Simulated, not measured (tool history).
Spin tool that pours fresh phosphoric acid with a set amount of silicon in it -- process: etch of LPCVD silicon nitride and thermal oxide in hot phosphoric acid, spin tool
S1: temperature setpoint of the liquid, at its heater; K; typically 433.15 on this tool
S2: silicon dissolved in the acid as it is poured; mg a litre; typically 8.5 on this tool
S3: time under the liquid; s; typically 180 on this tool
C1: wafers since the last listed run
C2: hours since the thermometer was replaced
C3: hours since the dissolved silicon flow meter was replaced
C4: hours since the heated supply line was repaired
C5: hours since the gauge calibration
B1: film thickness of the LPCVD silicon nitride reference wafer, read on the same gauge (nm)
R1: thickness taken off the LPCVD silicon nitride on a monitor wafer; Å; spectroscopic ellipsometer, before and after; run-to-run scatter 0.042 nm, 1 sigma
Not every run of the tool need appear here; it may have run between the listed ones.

{"run": 1, "day": 0.0, "S1": 434.15, "S2": 8.5, "S3": 180, "C1": 0, "C2": 2916.6, "C3": 785.8, "C4": 2132.9, "C5": 162.9, "B1": 50.03, "R1": 138.9}
{"run": 2, "day": 0.583, "S1": 434.15, "S2": 8.5, "S3": 180, "C1": 70, "C2": 2930.6, "C3": 799.8, "C4": 2146.9, "C5": 176.9, "B1": 50.02, "R1": 138.3}
{"run": 3, "day": 0.9, "S1": 434.15, "S2": 8.5, "S3": 180, "C1": 38, "C2": 2938.2, "C3": 807.4, "C4": 2154.5, "C5": 184.5, "B1": 50.07, "R1": 137.5}
{"run": 4, "day": 1.575, "S1": 433.15, "S2": 8.5, "S3": 180, "C1": 81, "C2": 2954.4, "C3": 823.6, "C4": 2170.7, "C5": 200.7, "B1": 49.98, "R1": 133.4}
{"run": 5, "day": 2.017, "S1": 433.15, "S2": 8.5, "S3": 180, "C1": 53, "C2": 2965, "C3": 834.2, "C4": 2181.3, "C5": 211.3, "B1": 49.97, "R1": 133.6}
{"run": 6, "day": 2.404, "S1": 433.15, "S2": 8.5, "S3": 180, "C1": 46, "C2": 2974.3, "C3": 843.5, "C4": 2190.6, "C5": 220.6, "B1": 50.02, "R1": 132.9}
{"run": 7, "day": 3.125, "S1": 433.15, "S2": 8.5, "S3": 180, "C1": 87, "C2": 2991.6, "C3": 860.8, "C4": 2207.9, "C5": 237.9, "B1": 50.01, "R1": 133.1}
{"day": 3.483, "done": "thermometer replaced"}
{"day": 3.775, "done": "heated supply line repaired"}
{"run": 8, "day": 3.796, "S1": 433.15, "S2": 8.5, "S3": 180, "C1": 71, "C2": 7.5, "C3": 876.9, "C4": 0.5, "C5": 254, "B1": 50.02, "R1": 148.3}
{"day": 3.854, "done": "gauge calibrated"}
{"day": 3.892, "done": "dissolved silicon flow meter replaced"}
{"run": 9, "day": 4.267, "S1": 433.15, "S2": 8.5, "S3": 180, "C1": 51, "C2": 18.8, "C3": 9, "C4": 11.8, "C5": 9.9, "B1": 49.94, "R1": 148.9}
{"run": 10, "day": 4.692, "S1": 433.15, "S2": 8.5, "S3": 180, "C1": 51, "C2": 29, "C3": 19.2, "C4": 22, "C5": 20.1, "B1": 50, "R1": 148.9}
{"run": 11, "day": 5.071, "S1": 433.15, "S2": 8.5, "S3": 180, "C1": 45, "C2": 38.1, "C3": 28.3, "C4": 31.1, "C5": 29.2, "B1": 50.02, "R1": 148.2}
{"run": 12, "day": 5.65, "S1": 433.15, "S2": 3.5, "S3": 180, "C1": 70, "C2": 52, "C3": 42.2, "C4": 45, "C5": 43.1, "B1": 50.03, "R1": 148.5}
{"run": 13, "day": 6.325, "S1": 433.15, "S2": 8.5, "S3": 225, "C1": 81, "C2": 68.2, "C3": 58.4, "C4": 61.2, "C5": 59.3, "B1": 50.02, "R1": 185}
{"run": 14, "day": 6.662, "S1": 435.65, "S2": 8.5, "S3": 180, "C1": 40, "C2": 76.3, "C3": 66.5, "C4": 69.3, "C5": 67.4, "B1": 49.98, "R1": 160.5}
{"run": 15, "day": 7.262, "S1": 431.15, "S2": 8.5, "S3": 180, "C1": 72, "C2": 90.7, "C3": 80.9, "C4": 83.7, "C5": 81.8, "B1": 50, "R1": 137.8}
{"run": 16, "day": 7.875, "S1": 433.15, "S2": 8.5, "S3": 180, "C1": 74, "C2": 105.4, "C3": 95.6, "C4": 98.4, "C5": 96.5, "B1": 50, "R1": 147.7}
{"run": 17, "day": 8.15, "S1": 433.15, "S2": 8.5, "S3": 135, "C1": 33, "C2": 112, "C3": 102.2, "C4": 105, "C5": 103.1, "B1": 50.01, "R1": 110.7}
{"run": 18, "day": 8.717, "S1": 433.15, "S2": 5.5, "S3": 220, "C1": 68, "C2": 125.6, "C3": 115.8, "C4": 118.6, "C5": 116.7, "B1": 49.93, "R1": 180.7}
{"run": 19, "day": 9.221, "S1": 433.15, "S2": 8.5, "S3": 180, "C1": 60, "C2": 137.7, "C3": 127.9, "C4": 130.7, "C5": 128.8, "B1": 50.02, "R1": 147.8}
{"run": 20, "day": 9.567, "S1": 433.15, "S2": 8.5, "S3": 180, "C1": 41, "C2": 146, "C3": 136.2, "C4": 139, "C5": 137.1, "B1": 50.05, "R1": 147.5}
{"run": 21, "day": 9.829, "S1": 434.15, "S2": 8.5, "S3": 280, "C1": 31, "C2": 152.3, "C3": 142.5, "C4": 145.3, "C5": 143.4, "B1": 50.07, "R1": 237.3}
{"run": 22, "day": 10.292, "S1": 433.15, "S2": 12.5, "S3": 180, "C1": 55, "C2": 163.4, "C3": 153.6, "C4": 156.4, "C5": 154.5, "B1": 49.99, "R1": 148}

3 ways to go on from here, each from the tool as it stands after run 22. What would each give?
{"run": "A", "day": 10.312, "S1": 433.15, "S2": 8.5, "S3": 180, "C1": 2, "C2": 163.9, "C3": 154.1, "C4": 156.9, "C5": 155, "B1": "?", "R1": "?"}
{"run": "B", "day": 10.312, "S1": 433.15, "S2": 8.5, "S3": 265, "C1": 2, "C2": 163.9, "C3": 154.1, "C4": 156.9, "C5": 155, "B1": "?", "R1": "?"}
{"run": "C", "day": 10.312, "S1": 433.15, "S2": 8.5, "S3": 245, "C1": 2, "C2": 163.9, "C3": 154.1, "C4": 156.9, "C5": 155, "B1": "?", "R1": "?"}

run=A B1=50.01 R1=146.4
run=B B1=50.01 R1=215.5
run=C B1=50.01 R1=199.2
Stripped of hidden state, with their random variation kept, the same runs would have yielded:
run=A R1=151.4
run=B R1=222.9
run=C R1=206.1

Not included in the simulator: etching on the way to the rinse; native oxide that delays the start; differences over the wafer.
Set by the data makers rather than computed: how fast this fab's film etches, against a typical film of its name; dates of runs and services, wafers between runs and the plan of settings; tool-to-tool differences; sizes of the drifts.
